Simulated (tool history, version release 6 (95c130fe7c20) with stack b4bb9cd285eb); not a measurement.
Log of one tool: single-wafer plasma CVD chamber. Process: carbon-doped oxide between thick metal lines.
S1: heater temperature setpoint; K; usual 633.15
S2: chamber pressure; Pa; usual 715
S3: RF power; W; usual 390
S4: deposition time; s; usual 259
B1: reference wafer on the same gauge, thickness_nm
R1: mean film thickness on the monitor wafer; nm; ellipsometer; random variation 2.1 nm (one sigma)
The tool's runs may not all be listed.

run    hour      S1   S2   S3   S4       B1        R1
  1       0  633.15  715  390  259  909.598  1006.998
  2    27.1  633.15  715  390  259  910.639  1007.611
  3    70.6  622.15  805  390  259   909.48  1042.309
  4     118  633.15  715  460  259   910.07  1137.044
  5   155.1  644.15  715  345  259  910.488   899.242
  6   226.1  633.15  715  390  240  909.286   935.745
  7   287.1  633.15  715  390  259  909.705  1006.707
  8   346.9  633.15  715  390  259  908.858   999.682
  9   379.3  619.15  613  390  239  909.269   938.715
      395.6  -- RF generator calibrated
 10   406.9  633.15  715  470  259  909.772  1175.952
 11   472.5  633.15  611  390  259   909.48  1009.255
 12   531.9  633.15  600  390  228  909.446   883.333
 13   582.5  647.15  851  460  309  909.981  1358.244
 14   641.8  633.15  715  465  259  910.794  1161.592
 15   682.2  618.15  715  325  259  910.768   921.955
 16   890.5  633.15  789  435  306  908.785  1311.814
 17   939.5  633.15  840  390  259  910.145  1031.692
      953.5  -- gauge calibrated
 18     999  633.15  715  390  259  910.536  1010.831
 19  1059.4  639.15  609  390  259  909.559   984.191
 20  1086.9  633.15  715  390  259  910.791  1007.773
 21  1152.1  633.15  612  390  259  909.361   991.251
 22  1185.9  623.15  812  390  277  910.395  1114.056
 23  1251.1  642.15  571  390  296  909.517  1102.367
 24  1300.9  633.15  715  390  259  909.914  1008.538
     1329.3  -- capacitance manometer re-zeroed and calibrated
 25    1354  640.15  652  415  284  910.389  1125.311
 26  1391.4  633.15  715  320  259  910.053    863.87
 27  1434.5  633.15  833  335  259  909.538   904.647
 28  1496.3  621.15  601  430  259  910.329  1085.883

Forecast each of these 4 alternatives for the next run:
  A  1496.8  633.15  715  390  259   ?   ?
  B  1496.8  642.15  715  445  239   ?   ?
  C  1496.8  633.15  715  390  292   ?   ?
  D  1496.8  633.15  816  325  259   ?   ?

run     B1        R1
  A  909.6   998.845
  B  909.6   997.753
  C  909.6  1125.845
  D  909.6    880.53
Without the tool's hidden state the same runs would have given:
run        R1
  A  1030.735
  B  1028.682
  C   1161.79
  D   909.047
